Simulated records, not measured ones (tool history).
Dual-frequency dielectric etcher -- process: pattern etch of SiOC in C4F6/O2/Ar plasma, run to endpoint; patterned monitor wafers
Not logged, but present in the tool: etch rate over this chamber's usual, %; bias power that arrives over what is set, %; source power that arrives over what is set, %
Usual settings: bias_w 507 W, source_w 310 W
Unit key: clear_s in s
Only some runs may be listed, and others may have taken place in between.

run	hour	bias_w	source_w	wafers since the last listed run	hours since the last wet clean	hours since the last bias power generator calibration	hours since the last source power generator calibration	hours since the last upper electrode change	incoming incoming film thickness, nm	clear_s
1	0	507	310	0	274.3	3991.2	1553	3766.5	43.1	15.9
2	20.5	507	310	227	294.8	4011.7	1573.5	3787	43.61	16.1
3	40	507	310	216	314.3	4031.2	1593	3806.5	43.41	16
4	59.3	507	370	214	333.6	4050.5	1612.3	3825.8	43.32	14.7
5	87.4	507	370	311	361.7	4078.6	1640.4	3853.9	43.62	14.7
6	106.5	507	370	211	380.8	4097.7	1659.5	3873	43.43	14.6
7	119.4	507	250	143	393.7	4110.6	1672.4	3885.9	43.51	17.7
8	139.3	507	250	220	413.6	4130.5	1692.3	3905.8	43.15	17.6
9	163.4	595	310	267	437.7	4154.6	1716.4	3929.9	43.7	15
10	183.9	477	310	227	458.2	4175.1	1736.9	3950.4	43.85	16.5
11	201.8	477	310	198	476.1	4193	1754.8	3968.3	43.59	16.4
12	232.1	507	310	336	506.4	4223.3	1785.1	3998.6	43.22	15.9
13	258.5	507	310	292	532.8	4249.7	1811.5	4025	43.45	15.8
14	272.3	419	310	153	546.6	4263.5	1825.3	4038.8	43.32	17.2
15	294.8	419	310	249	569.1	4286	1847.8	4061.3	43.81	17.2
16	317.7	546	380	254	592	4308.9	1870.7	4084.2	43.58	14.1
17	337.1	507	310	215	611.4	4328.3	1890.1	4103.6	43.77	16.1
# hour 369.3: source power generator calibrated
18	369.8	507	240	318	644.1	4361	0.5	4136.3	43.97	18.2
# hour 412: wet clean of the chamber
# hour 429.7: upper electrode replaced
19	430.2	594	330	208	18.2	4421.4	60.9	0.5	43.3	14.6
20	430.5	507	310	3	18.5	4421.7	61.2	0.8	43.52	15.7
21	453	453	270	249	41	4444.2	83.7	23.3	43.12	17.8
22	474.7	568	290	240	62.7	4465.9	105.4	45	43.61	16
23	509.2	507	340	382	97.2	4500.4	139.9	79.5	43.17	15.2
# hour 534.2: bias power generator calibrated
24	540.4	477	310	301	128.4	6.2	171.1	110.7	43.73	16.5
25	557.6	507	360	190	145.6	23.4	188.3	127.9	43.71	15
26	586.6	384	310	321	174.6	52.4	217.3	156.9	43.63	17.6
27	614.2	386	260	306	202.2	80	244.9	184.5	44.13	19.3
28	647.8	473	370	372	235.8	113.6	278.5	218.1	43.19	14.8
29	678.8	582	270	343	266.8	144.6	309.5	249.1	43.32	16.3
30	711.6	568	310	363	299.6	177.4	342.3	281.9	43.1	15.3

Give the tool's hidden conditions for every run:
etch rate over this chamber's usual, %: 0, the same for each run
bias power that arrives over what is set, %: 0, the same for each run
source power that arrives over what is set, %: 0, the same for each run
